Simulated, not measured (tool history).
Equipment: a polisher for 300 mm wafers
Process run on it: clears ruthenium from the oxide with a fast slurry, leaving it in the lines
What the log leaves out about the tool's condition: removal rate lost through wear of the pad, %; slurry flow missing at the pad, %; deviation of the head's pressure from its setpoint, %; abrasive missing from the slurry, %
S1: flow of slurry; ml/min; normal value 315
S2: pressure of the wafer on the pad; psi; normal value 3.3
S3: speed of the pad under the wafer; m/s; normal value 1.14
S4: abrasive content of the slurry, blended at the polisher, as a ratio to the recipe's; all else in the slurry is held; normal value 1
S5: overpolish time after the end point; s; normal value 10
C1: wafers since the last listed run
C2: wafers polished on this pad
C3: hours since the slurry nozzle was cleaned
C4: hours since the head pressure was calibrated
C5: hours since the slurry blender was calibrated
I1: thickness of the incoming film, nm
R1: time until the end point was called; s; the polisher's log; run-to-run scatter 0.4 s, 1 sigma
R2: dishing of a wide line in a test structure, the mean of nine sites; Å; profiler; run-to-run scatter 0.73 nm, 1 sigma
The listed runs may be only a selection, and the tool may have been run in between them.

run     day   S1   S2    S3    S4  S5    C1    C2     C3     C4     C5     I1    R1   R2
  1       0  315  3.3  1.14     1  10     0   416  120.5  285.5  568.6  267.7  42.9  485
  2   1.967  315  3.3  1.14     1  10   479   896  167.7  332.7  615.8  269.7    44  488
  3   3.529  315  3.3  1.14     1  10   381  1278  205.2  370.2  653.3    268  44.3  480
  4   6.683  315  3.3  1.14     1  10   769  2047  280.9  445.9    729  268.4  45.3  470
  5   8.929  315  3.3  1.14     1  10   548  2596  334.8  499.8  782.9  267.1  45.3  456
  6  10.875  315  3.3  1.54     1  14   474  3070  381.5  546.5  829.6  268.6  34.2  768
  7  13.683  270  4.3  1.14  0.85   4   685  3756  448.9  613.9    897  270.2  40.2  228
     13.962  -- slurry blender recalibrated
  8  17.154  315  3.3  1.14     1  10   826  4583  532.2  697.2   76.6  273.7  42.6  520
  9  19.808  315  3.3  1.14   0.8  10   647  5230  595.9  760.9  140.3    269  45.3  462
      21.85  -- head pressure recalibrated
 10  23.267  315  3.3  1.24  0.85  10   823  6054  678.9     34  223.3  272.7  41.7  509
 11  26.958  425  3.3  1.14     1  10   900  6955  767.5  122.6  311.9  271.6  41.3  498
     27.671  -- slurry nozzle cleaned
     29.588  -- worn pad replaced by a new one
 12  29.654  315  3.3  1.14     1  10   607    15   47.6  187.3  376.6  272.8  42.8  495
 13  33.329  315  3.6  1.26   0.8   7   896   912  135.8  275.5  464.8  267.1  38.2  393
 14  36.958  395  3.3  1.14     1   8   885  1798  222.9  362.6  551.9  270.2  42.5  407
 15  40.783  315  3.3  1.14     1  10   933  2731  314.7  454.4  643.7  270.2  44.9  476
 16  44.108  315  4.3  1.48  0.85  10   811  3543  394.5  534.2  723.5  273.3  28.9  690
     45.192  -- slurry blender recalibrated
 17  47.458  220  2.6  1.14     1  16   797  4340  474.9  614.6   54.4  267.6  53.6  589
 18  50.075  315  3.3  1.14     1  10   638  4979  537.7  677.4  117.2  271.4  41.8  515
     51.308  -- head pressure recalibrated
 19  54.296  315  3.3  1.14     1  10  1009  5988    639   71.7  218.5  272.7  42.6  504
 20  58.646  375  3.3  1.14     1  10  1061  7050  743.4  176.1  322.9  269.5  41.5  510
 21  60.275  280  3.3  0.78   1.1  10   397  7448  782.5  215.2    362  269.5  59.8  365
 22  62.546  205  4.5  1.04     1  10   554  8002    837  269.7  416.5  271.6  35.3  574
     64.275  -- worn pad replaced by a new one
     64.788  -- slurry nozzle cleaned
 23  71.825  315  3.3  1.14   0.7  10  2213  1832  168.9  492.4  639.2  273.8  52.4  436
     76.688  -- slurry blender recalibrated
 24  80.438  260  2.7  1.14  1.15  10  2081  3913  375.6  699.1     90  264.4    48  437
     81.754  -- head pressure recalibrated
 25  82.438  240  2.5  1.38     1  10   467  4381  423.6   16.4    138  271.4  47.2  463
 26  85.954  315  3.3  1.14     1  10   858  5239    508  100.8  222.4  267.9  41.2  491
 27  90.217  315  3.3  1.14  1.15  16  1040  6280  610.3  203.1  324.7  270.5  40.4  747
 28  91.875  210  3.3  1.28   1.1  16   404  6684  650.1  242.9  364.5  267.5  37.5  807

Predict each of these 4 candidate next runs independently; none follows another, all start after run 28:
  A  91.892  315  3.8  1.14    1  10   4  6688  650.5  243.3  364.9  273   ?   ?
  B  91.892  315  2.8  0.88  0.8  14   4  6688  650.5  243.3  364.9  273   ?   ?
  C  91.892  210  3.3  1.14    1  10   4  6688  650.5  243.3  364.9  273   ?   ?
  D  91.892  315    4  0.74    1  10   4  6688  650.5  243.3  364.9  273   ?   ?

run    R1   R2
  A  37.5  554
  B  72.2  422
  C  44.7  478
  D  54.9  399
The same runs, with their run-to-run variation unchanged, on a tool lacking any hidden condition would have given:
run    R1   R2
  A  36.4  568
  B  69.8  434
  C  43.4  490
  D  53.3  410

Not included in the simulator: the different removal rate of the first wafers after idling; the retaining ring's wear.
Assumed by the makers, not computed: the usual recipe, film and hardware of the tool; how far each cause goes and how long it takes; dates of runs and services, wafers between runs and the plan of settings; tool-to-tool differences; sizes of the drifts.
